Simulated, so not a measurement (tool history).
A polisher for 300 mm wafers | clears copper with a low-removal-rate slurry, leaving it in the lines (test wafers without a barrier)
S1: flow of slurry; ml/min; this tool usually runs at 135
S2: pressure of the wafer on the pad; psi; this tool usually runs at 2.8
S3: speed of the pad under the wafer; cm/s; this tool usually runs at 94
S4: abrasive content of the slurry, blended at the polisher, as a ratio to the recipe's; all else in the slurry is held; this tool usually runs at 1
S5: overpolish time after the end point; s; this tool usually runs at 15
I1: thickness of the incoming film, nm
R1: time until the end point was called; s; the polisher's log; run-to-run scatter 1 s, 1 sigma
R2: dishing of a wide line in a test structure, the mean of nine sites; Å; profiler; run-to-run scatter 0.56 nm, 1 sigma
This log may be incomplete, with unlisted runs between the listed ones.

run 1 hour=0 | S1=135 S2=2.8 S3=94 S4=1 S5=15 | I1=259.9 | R1=106.1 R2=271
run 2 hour=90.2 | S1=135 S2=2.8 S3=78 S4=1 S5=15 | I1=262.2 | R1=128.9 R2=231
run 3 hour=165.7 | S1=135 S2=2.8 S3=94 S4=1 S5=15 | I1=264.9 | R1=108.6 R2=260
-- hour=183.9 slurry blender recalibrated
run 4 hour=262.1 | S1=135 S2=2.8 S3=94 S4=1 S5=15 | I1=259.6 | R1=106.6 R2=261
run 5 hour=363.1 | S1=135 S2=2.8 S3=94 S4=1 S5=15 | I1=262.1 | R1=111.1 R2=261
-- hour=429.2 head pressure recalibrated
run 6 hour=461.1 | S1=165 S2=2.8 S3=94 S4=1 S5=15 | I1=260.6 | R1=106.6 R2=260
-- hour=509.5 worn pad replaced by a new one
run 7 hour=513.2 | S1=135 S2=2.8 S3=94 S4=1 S5=15 | I1=264.4 | R1=114.2 R2=246
run 8 hour=599.5 | S1=105 S2=2.8 S3=94 S4=1 S5=15 | I1=255.9 | R1=121 R2=226
-- hour=629 slurry nozzle cleaned
run 9 hour=687.8 | S1=135 S2=2.8 S3=94 S4=0.8 S5=15 | I1=257.3 | R1=109.3 R2=255
run 10 hour=774.7 | S1=135 S2=2.8 S3=94 S4=0.8 S5=15 | I1=261.5 | R1=112.3 R2=250
-- hour=782.5 slurry blender recalibrated
run 11 hour=857.1 | S1=135 S2=2.1 S3=94 S4=1 S5=15 | I1=257 | R1=128 R2=217
run 12 hour=927.7 | S1=135 S2=2.8 S3=94 S4=1 S5=15 | I1=262.5 | R1=107.5 R2=259
run 13 hour=972.2 | S1=135 S2=2.8 S3=94 S4=1 S5=17 | I1=260.9 | R1=107.5 R2=288
-- hour=1025 head pressure recalibrated
run 14 hour=1068.8 | S1=135 S2=2.8 S3=64 S4=0.75 S5=21 | I1=261.5 | R1=167.1 R2=236
-- hour=1086.9 worn pad replaced by a new one
run 15 hour=1299.1 | S1=135 S2=2.8 S3=110 S4=0.7 S5=13 | I1=263.3 | R1=101.9 R2=243
-- hour=1322 slurry blender recalibrated
run 16 hour=1363.5 | S1=135 S2=2.8 S3=126 S4=1 S5=15 | I1=258.8 | R1=84.9 R2=314
run 17 hour=1419.1 | S1=105 S2=3.1 S3=116 S4=1 S5=19 | I1=264.3 | R1=91.9 R2=353
-- hour=1478.1 slurry nozzle cleaned
run 18 hour=1490.3 | S1=135 S2=3.8 S3=94 S4=1 S5=18 | I1=257.1 | R1=83.2 R2=361
-- hour=1548.6 head pressure recalibrated
run 19 hour=1574 | S1=135 S2=2.8 S3=94 S4=1 S5=15 | I1=259.1 | R1=105.9 R2=263
-- hour=1646.9 worn pad replaced by a new one
run 20 hour=1677.5 | S1=110 S2=2.8 S3=94 S4=1.2 S5=15 | I1=261.3 | R1=110.2 R2=266
run 21 hour=1872.6 | S1=135 S2=2.8 S3=78 S4=1 S5=15 | I1=259.4 | R1=129.5 R2=220
-- hour=1908.4 slurry blender recalibrated
run 22 hour=1966 | S1=135 S2=2.8 S3=94 S4=1 S5=15 | I1=259.2 | R1=109.7 R2=246
run 23 hour=2020.6 | S1=135 S2=2.8 S3=94 S4=1 S5=15 | I1=260.6 | R1=108.5 R2=268
run 24 hour=2085.1 | S1=105 S2=3.2 S3=80 S4=1 S5=15 | I1=260.7 | R1=126.1 R2=221
-- hour=2097.4 head pressure recalibrated
run 25 hour=2180.1 | S1=135 S2=2.8 S3=94 S4=1 S5=15 | I1=259.3 | R1=110.5 R2=261
-- hour=2243.9 slurry nozzle cleaned
run 26 hour=2245.7 | S1=135 S2=2.8 S3=94 S4=1 S5=15 | I1=260.8 | R1=106.5 R2=262
-- hour=2270.3 worn pad replaced by a new one
run 27 hour=2315.2 | S1=180 S2=2.8 S3=94 S4=1 S5=21 | I1=261.1 | R1=99.8 R2=349
run 28 hour=2371.9 | S1=120 S2=2 S3=94 S4=1.1 S5=15 | I1=264.1 | R1=135.4 R2=217

Consider 4 possible next runs. They are alternatives, not a sequence: every one starts from the tool as it was left by run 28. What does each give?
run A hour=2372.4 | S1=135 S2=2.8 S3=94 S4=1 S5=15 | I1=258.6 | R1=? R2=?
run B hour=2372.4 | S1=135 S2=3.7 S3=122 S4=1.2 S5=15 | I1=258.6 | R1=? R2=?
run C hour=2372.4 | S1=135 S2=2.8 S3=94 S4=1.3 S5=15 | I1=258.6 | R1=? R2=?
run D hour=2372.4 | S1=135 S2=2.8 S3=84 S4=1.2 S5=24 | I1=258.6 | R1=? R2=?

run=A R1=106.4 R2=257
run=B R1=64.2 R2=384
run=C R1=100.7 R2=269
run=D R1=114.6 R2=351
With no hidden state in the tool, these same runs would have given:
run=A R1=105.8 R2=258
run=B R1=63.8 R2=386
run=C R1=100.1 R2=270
run=D R1=114 R2=352
